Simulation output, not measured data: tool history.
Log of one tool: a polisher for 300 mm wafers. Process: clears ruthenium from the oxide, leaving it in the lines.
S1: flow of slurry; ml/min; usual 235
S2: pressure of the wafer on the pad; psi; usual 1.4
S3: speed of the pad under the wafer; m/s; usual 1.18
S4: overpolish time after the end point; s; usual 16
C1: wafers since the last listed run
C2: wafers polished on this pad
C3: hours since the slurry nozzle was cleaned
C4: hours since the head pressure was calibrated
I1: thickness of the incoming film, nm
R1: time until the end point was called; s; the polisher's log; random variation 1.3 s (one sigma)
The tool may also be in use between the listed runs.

run	hour	S1	S2	S3	S4	C1	C2	C3	C4	I1	R1
1	0.0	235	1.4	1.18	18	0	723	489.8	397.7	69.8	91.3
# hour 43.8: worn pad replaced by a new one
2	79.1	235	1.4	1.18	13	476	223	568.9	476.8	69.4	88.5
3	134.6	235	1.4	1.18	16	352	576	624.4	532.3	70.2	91.4
# hour 188.1: worn pad replaced by a new one
4	188.6	235	1.4	1.18	21	317	3	678.4	586.3	71.2	92.5
5	216.0	280	1.4	1.18	16	173	177	705.8	613.7	70.1	88.8
# hour 219.5: head pressure recalibrated
6	274.8	280	1.4	1.18	16	360	537	764.6	55.3	70.9	91.4
# hour 316.1: slurry nozzle cleaned
7	316.6	280	1.4	1.18	16	258	796	0.5	97.1	69.1	84.5
# hour 330.1: worn pad replaced by a new one
8	378.4	235	1.0	1.32	16	366	306	62.3	158.9	71.5	109.3
9	402.5	235	1.1	1.18	16	152	459	86.4	183.0	70.6	109.8
# hour 458.8: worn pad replaced by a new one
10	461.7	300	1.7	1.04	25	350	18	145.6	242.2	69.7	77.1
11	569.7	235	1.4	1.18	13	685	703	253.6	350.2	69.8	87.6
12	597.7	235	1.6	1.18	24	177	881	281.6	378.2	70.9	78.7
# hour 610.7: worn pad replaced by a new one
13	658.4	235	1.4	1.44	21	359	302	342.3	438.9	69.4	69.8
14	707.3	235	1.0	0.94	19	310	613	391.2	487.8	70.7	157.5
15	731.4	310	1.8	1.18	16	152	766	415.3	511.9	70.9	68.7

What the log doesn't show, run by run:
removal rate lost through wear of the pad, %: 0 in every run
deviation of the head's pressure from its setpoint, %: 0 in every run
H1: slurry flow missing at the pad, %
run	H1
1	26.9
2	30.8
3	33.6
4	36.3
5	37.6
6	40.5
7	0.884
8	3.95
9	5.14
10	8.08
11	13.4
12	14.8
13	17.8
14	20.3
15	21.5
